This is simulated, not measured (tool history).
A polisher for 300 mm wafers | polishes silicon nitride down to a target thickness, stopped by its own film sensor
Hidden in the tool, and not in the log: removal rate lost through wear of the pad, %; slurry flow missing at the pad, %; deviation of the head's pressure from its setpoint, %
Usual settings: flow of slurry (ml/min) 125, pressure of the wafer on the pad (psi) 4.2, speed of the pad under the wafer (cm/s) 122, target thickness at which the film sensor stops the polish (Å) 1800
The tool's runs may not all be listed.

run,hour,flow of slurry (ml/min),pressure of the wafer on the pad (psi),speed of the pad under the wafer (cm/s),target thickness at which the film sensor stops the polish (Å),wafers since the last listed run,wafers polished on this pad,hours since the slurry nozzle was cleaned,hours since the head pressure was calibrated,"incoming thickness of the incoming film, nm",time until the film sensor stopped the polish (s)
1,0,125,3.7,122,1800,0,504,906.4,3.2,417.8,96
2,14.6,125,4.2,122,1800,141,645,921,17.8,417.3,83.7
# hour 19.1: slurry nozzle cleaned
3,22.7,125,4.2,122,1800,68,714,3.6,25.9,415.3,84.3
4,38.6,125,4.2,122,1800,154,868,19.5,41.8,407.2,80.4
5,64.9,95,4.2,122,2040,254,1123,45.8,68.1,412.1,80
# hour 80.6: worn pad replaced by a new one
6,81.1,95,4.2,122,2040,118,4,62,84.3,408.2,80.9
7,91.3,160,4.2,122,1800,98,103,72.2,94.5,412.4,77.6
8,102,125,4.2,122,1800,103,207,82.9,105.2,407,80.3
9,134.6,125,4.2,122,1800,315,523,115.5,137.8,411.4,83.9
10,148.3,125,4.2,122,2030,132,655,129.2,151.5,408,73.5
11,156.3,125,4.2,122,1800,77,733,137.2,159.5,412.1,86.2
12,166.7,125,4.2,122,1800,100,833,147.6,169.9,403.1,79.8
13,179,110,3.1,154,2120,119,953,159.9,182.2,406.4,80
14,191.5,165,4.2,150,1800,121,1074,172.4,194.7,403,64.4
15,200.9,145,4.6,100,1080,91,1165,181.8,204.1,404.6,112.7
16,218,125,4.2,122,1800,165,1330,198.9,221.2,407.9,81.5
# hour 224.1: worn pad replaced by a new one
17,232.6,125,3.7,122,1800,102,82,213.5,235.8,410.5,94.9
18,242.6,125,4.2,122,1800,96,179,223.5,245.8,400.8,79.1
19,260.5,85,4.2,88,2030,173,352,241.4,263.7,416.4,109.4
20,277.1,140,4.2,122,1800,160,513,258,280.3,406.6,78.7
21,290.5,105,4.8,108,1420,129,643,271.4,293.7,408.6,94.5
22,305.3,100,4.2,144,1310,143,786,286.2,308.5,414.8,92.8
23,320.4,125,4.2,122,2510,146,933,301.3,323.6,410.9,58.6
24,337.5,125,4.2,122,1800,165,1098,318.4,340.7,405.6,80.1
# hour 343: head pressure recalibrated
25,348.4,125,4.2,122,1800,86,1184,329.3,5.4,408.5,80.5
# hour 358.4: worn pad replaced by a new one
26,360.2,125,4.2,122,1800,75,17,341.1,17.2,409.1,85.1
27,368.5,140,4.9,122,2060,80,98,349.4,25.5,414.7,63.2
28,383.7,125,5.2,106,1800,147,245,364.6,40.7,403.3,72.8
29,409,125,4.2,122,1800,245,490,389.9,66,411.1,83.4
30,418.6,140,4.8,96,2120,92,583,399.5,75.6,415.9,76.1
31,429.1,125,5.4,122,1800,101,685,410,86.1,414,65.8
32,435.1,125,4.2,122,1800,58,743,416,92.1,409,81.1
33,441.5,110,4.6,142,2070,61,805,422.4,98.5,417.2,63.2
34,458.6,125,2.8,122,1800,165,970,439.5,115.6,402.3,119.4

The next listed run, before its measurement:
35,509.8,125,4.9,122,1800,495,1466,490.7,166.8,407.5,?

Run 35 gave time until the film sensor stopped the polish (s) 68.7.
Without the tool's hidden state the same run would have given time until the film sensor stopped the polish (s) 68.7.

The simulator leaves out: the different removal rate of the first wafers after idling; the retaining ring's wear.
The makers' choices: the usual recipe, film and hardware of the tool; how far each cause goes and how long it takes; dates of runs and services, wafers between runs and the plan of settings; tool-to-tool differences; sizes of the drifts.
